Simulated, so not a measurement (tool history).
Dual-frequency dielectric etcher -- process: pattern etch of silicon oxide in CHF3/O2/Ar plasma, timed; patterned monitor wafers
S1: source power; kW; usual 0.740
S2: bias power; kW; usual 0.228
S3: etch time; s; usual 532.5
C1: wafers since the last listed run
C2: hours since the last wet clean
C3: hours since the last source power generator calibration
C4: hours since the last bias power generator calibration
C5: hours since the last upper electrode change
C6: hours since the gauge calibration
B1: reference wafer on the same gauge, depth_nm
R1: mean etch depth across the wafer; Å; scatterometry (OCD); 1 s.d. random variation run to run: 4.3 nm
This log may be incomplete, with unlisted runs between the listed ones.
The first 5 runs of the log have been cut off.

run	hour	S1	S2	S3	C1	C2	C3	C4	C5	C6	B1	R1
6	128.6	0.740	0.228	532.5	87	83.4	2827.8	1808.6	3191.6	148.2	969.5	11658
# hour 153.6: upper electrode replaced
7	158.7	0.560	0.228	379.5	15	113.5	2857.9	1838.7	5.1	178.3	968.9	7632
# hour 178.4: source power generator calibrated
8	185.6	0.820	0.244	609.5	59	140.4	7.2	1865.6	32.0	205.2	969.5	14220
9	208.0	0.740	0.267	483.0	58	162.8	29.6	1888.0	54.4	227.6	970.5	11268
10	232.7	0.740	0.228	532.5	64	187.5	54.3	1912.7	79.1	252.3	970.1	11571
11	252.1	0.740	0.262	532.5	50	206.9	73.7	1932.1	98.5	271.7	970.0	12204
# hour 286.8: bias power generator calibrated
12	287.3	0.740	0.270	451.0	81	242.1	108.9	0.5	133.7	306.9	969.5	10408
13	316.8	0.740	0.228	532.5	76	271.6	138.4	30.0	163.2	336.4	969.9	11531
14	348.6	0.630	0.178	664.5	82	303.4	170.2	61.8	195.0	368.2	970.0	12425
15	376.4	0.740	0.228	532.5	72	331.2	198.0	89.6	222.8	396.0	970.6	11479
16	410.9	0.740	0.228	532.5	89	365.7	232.5	124.1	257.3	430.5	970.2	11477
# hour 446.0: wet clean of the chamber
17	446.5	0.920	0.252	668.0	30	0.5	268.1	159.7	292.9	466.1	970.8	16430
18	457.3	0.740	0.228	532.5	28	11.3	278.9	170.5	303.7	476.9	971.4	11777
19	490.4	0.660	0.247	609.5	85	44.4	312.0	203.6	336.8	510.0	969.9	13383
20	514.8	0.850	0.228	532.5	63	68.8	336.4	228.0	361.2	534.4	970.6	12149
21	539.6	0.740	0.228	532.5	64	93.6	361.2	252.8	386.0	559.2	969.7	11610
22	582.0	0.740	0.228	603.0	110	136.0	403.6	295.2	428.4	601.6	970.3	13272
23	603.2	0.840	0.228	532.5	55	157.2	424.8	316.4	449.6	622.8	970.6	12171
24	633.4	0.590	0.189	532.5	78	187.4	455.0	346.6	479.8	653.0	969.2	10158
25	649.4	0.740	0.228	532.5	41	203.4	471.0	362.6	495.8	669.0	970.1	11554
26	661.6	0.740	0.245	451.0	31	215.6	483.2	374.8	508.0	681.2	971.2	10042
27	684.8	0.740	0.228	532.5	60	238.8	506.4	398.0	531.2	704.4	970.3	11568
28	710.8	0.640	0.260	579.5	67	264.8	532.4	424.0	557.2	730.4	969.7	12631
29	743.5	0.810	0.277	393.0	84	297.5	565.1	456.7	589.9	763.1	969.9	9418
30	755.6	0.740	0.184	532.5	31	309.6	577.2	468.8	602.0	775.2	970.6	10604

Alternative continuations, all from the tool just after run 30; predict every row:
A	756.2	0.740	0.228	532.5	1	310.2	577.8	469.4	602.6	775.8	?	?
B	756.2	0.740	0.202	532.5	1	310.2	577.8	469.4	602.6	775.8	?	?
C	756.2	0.740	0.272	609.5	1	310.2	577.8	469.4	602.6	775.8	?	?
D	756.2	0.600	0.180	615.0	1	310.2	577.8	469.4	602.6	775.8	?	?

run	B1	R1
A	970.6	11409
B	970.6	10900
C	970.6	13972
D	970.6	11337
Had the tool no hidden state, the same runs would have come out as:
run	R1
A	11698
B	11176
C	14326
D	11624
